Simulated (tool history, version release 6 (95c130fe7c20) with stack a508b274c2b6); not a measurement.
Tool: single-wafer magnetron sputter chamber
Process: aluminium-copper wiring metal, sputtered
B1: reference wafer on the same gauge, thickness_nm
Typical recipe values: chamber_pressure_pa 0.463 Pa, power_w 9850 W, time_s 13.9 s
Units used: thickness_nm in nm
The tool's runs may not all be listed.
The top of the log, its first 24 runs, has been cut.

{"run": 25, "hour": 1936.8, "chamber_pressure_pa": 0.463, "power_w": 9850, "time_s": 13.9, "B1": 221.737, "thickness_nm": 226.012}
{"run": 26, "hour": 1973.5, "chamber_pressure_pa": 0.463, "power_w": 9850, "time_s": 13.9, "B1": 220.945, "thickness_nm": 225.448}
{"run": 27, "hour": 2079.6, "chamber_pressure_pa": 0.538, "power_w": 9850, "time_s": 16.6, "B1": 220.698, "thickness_nm": 256.072}
{"run": 28, "hour": 2126.0, "chamber_pressure_pa": 0.463, "power_w": 9850, "time_s": 13.9, "B1": 220.885, "thickness_nm": 219.124}
{"hour": 2177.3, "done": "sputter target and shields replaced"}
{"run": 29, "hour": 2197.0, "chamber_pressure_pa": 0.363, "power_w": 11950, "time_s": 16.5, "B1": 221.643, "thickness_nm": 328.755}
{"run": 30, "hour": 2259.9, "chamber_pressure_pa": 0.463, "power_w": 10900, "time_s": 12.4, "B1": 221.146, "thickness_nm": 220.394}
{"run": 31, "hour": 2345.7, "chamber_pressure_pa": 0.361, "power_w": 9850, "time_s": 13.9, "B1": 220.903, "thickness_nm": 245.354}
{"run": 32, "hour": 2431.5, "chamber_pressure_pa": 0.463, "power_w": 9850, "time_s": 13.9, "B1": 220.293, "thickness_nm": 230.623}
{"run": 33, "hour": 2483.9, "chamber_pressure_pa": 0.315, "power_w": 11350, "time_s": 16.5, "B1": 220.564, "thickness_nm": 322.876}
{"run": 34, "hour": 2541.6, "chamber_pressure_pa": 0.375, "power_w": 7750, "time_s": 13.9, "B1": 221.159, "thickness_nm": 212.787}

Forecast each of these 4 alternatives for the next run:
{"run": "A", "hour": 2542.0, "chamber_pressure_pa": 0.463, "power_w": 9850, "time_s": 13.9, "B1": "?", "thickness_nm": "?"}
{"run": "B", "hour": 2542.0, "chamber_pressure_pa": 0.463, "power_w": 9850, "time_s": 12.2, "B1": "?", "thickness_nm": "?"}
{"run": "C", "hour": 2542.0, "chamber_pressure_pa": 0.463, "power_w": 10700, "time_s": 16.2, "B1": "?", "thickness_nm": "?"}
{"run": "D", "hour": 2542.0, "chamber_pressure_pa": 0.304, "power_w": 8950, "time_s": 13.9, "B1": "?", "thickness_nm": "?"}

run=A B1=221.141 thickness_nm=226.01
run=B B1=221.141 thickness_nm=198.369
run=C B1=221.141 thickness_nm=275.736
run=D B1=221.141 thickness_nm=236.825
Had the tool no hidden state, the same runs would have come out as:
run=A thickness_nm=233.252
run=B thickness_nm=204.725
run=C thickness_nm=284.571
run=D thickness_nm=244.413
